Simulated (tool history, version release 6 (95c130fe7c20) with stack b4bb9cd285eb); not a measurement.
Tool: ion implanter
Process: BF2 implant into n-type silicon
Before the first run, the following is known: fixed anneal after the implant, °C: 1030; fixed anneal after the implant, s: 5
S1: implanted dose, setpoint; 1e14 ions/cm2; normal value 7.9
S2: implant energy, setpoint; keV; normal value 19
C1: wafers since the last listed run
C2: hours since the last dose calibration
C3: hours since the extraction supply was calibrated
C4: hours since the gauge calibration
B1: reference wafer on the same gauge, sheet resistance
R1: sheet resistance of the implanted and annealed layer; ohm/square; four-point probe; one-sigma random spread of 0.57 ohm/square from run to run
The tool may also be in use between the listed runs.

run,day,S1,S2,C1,C2,C3,C4,B1,R1
1,0,9.76,19,0,1376.7,1414.3,1332.4,176.9,183.06
2,4.229,9.76,19,2141,1478.2,1515.8,1433.9,176.99,183.37
3,6.996,9.76,19,1400,1544.6,1582.2,1500.3,176.98,183.92
4,10.483,7.9,19,1765,1628.3,1665.9,1584,177.03,195.46
5,12.346,7.9,19,943,1673,1710.6,1628.7,177.07,196.21
6,14.992,7.9,19,1339,1736.5,1774.1,1692.2,176.93,195.37
7,19.229,7.9,19,2145,1838.2,1875.8,1793.9,176.95,194.99
8,21.117,7.9,19,955,1883.5,1921.1,1839.2,176.99,195.01
9,24.279,6.01,19,1601,1959.4,1997,1915.1,177.11,219.56
10,27.05,6.01,19,1403,2025.9,2063.5,1981.6,176.95,220.23
11,29.929,6.01,19,1457,2095,2132.6,2050.7,176.88,219.76
12,31.792,7.9,19,943,2139.7,2177.3,2095.4,176.89,195.32
13,33.683,7.9,19,957,2185.1,2222.7,2140.8,176.98,194.7
14,38.125,7.9,19,2249,2291.7,2329.3,2247.4,177.03,194.9
# day 38.662: gauge calibrated
15,40.988,7.9,22,1449,2360.4,2398,55.8,176.95,182.72
16,42.946,9.14,19,991,2407.4,2445,102.8,177.01,186.44
# day 43.462: Faraday cup replaced and dose calibrated
17,45.788,6.49,19,1270,55.8,2513.2,171,176.98,215.81
18,47.771,9.77,15,1004,103.4,2560.8,218.6,177.1,206.25
19,50.908,7.9,19,1588,178.7,2636.1,293.9,176.99,197.75
20,54.617,7.9,19,1877,267.7,2725.1,382.9,176.99,197.59
21,56.188,9.57,25.5,795,305.4,2762.8,420.6,177.02,161.63
22,58.904,7.9,19,1375,370.6,2828,485.8,176.97,197.26
23,60.504,7.9,15,810,409,2866.4,524.2,177.05,218.06
# day 62.746: extraction supply calibrated
24,62.767,6.98,16,976,463.3,0.5,578.5,177.12,222.49
25,66.65,6.01,19,1966,556.5,93.7,671.7,177.08,222.19
26,68.35,7.9,19,860,597.3,134.5,712.5,177.01,197.54
27,70.725,9.04,19,1202,654.3,191.5,769.5,177.09,187.43
28,74.838,7.9,19,2082,753,290.2,868.2,177.03,195.75
29,76.496,6.32,16,839,792.8,330,908,176.94,229.4
30,80.721,7.9,13.5,2139,894.2,431.4,1009.4,176.84,227.25

Here are 4 independent what-if runs from the current tool condition. What would each one return?
A,80.738,7.9,25,8,894.6,431.8,1009.8,?,?
B,80.738,9.43,13.5,8,894.6,431.8,1009.8,?,?
C,80.738,9.73,22,8,894.6,431.8,1009.8,?,?
D,80.738,6.64,15.5,8,894.6,431.8,1009.8,?,?

run,B1,R1
A,177.05,175.61
B,177.05,217.58
C,177.05,171.7
D,177.05,228.74
Take away the tool's hidden state, keep each run's random variation, and the runs would have read:
run,R1
A,178.39
B,219.34
C,173.52
D,231.87
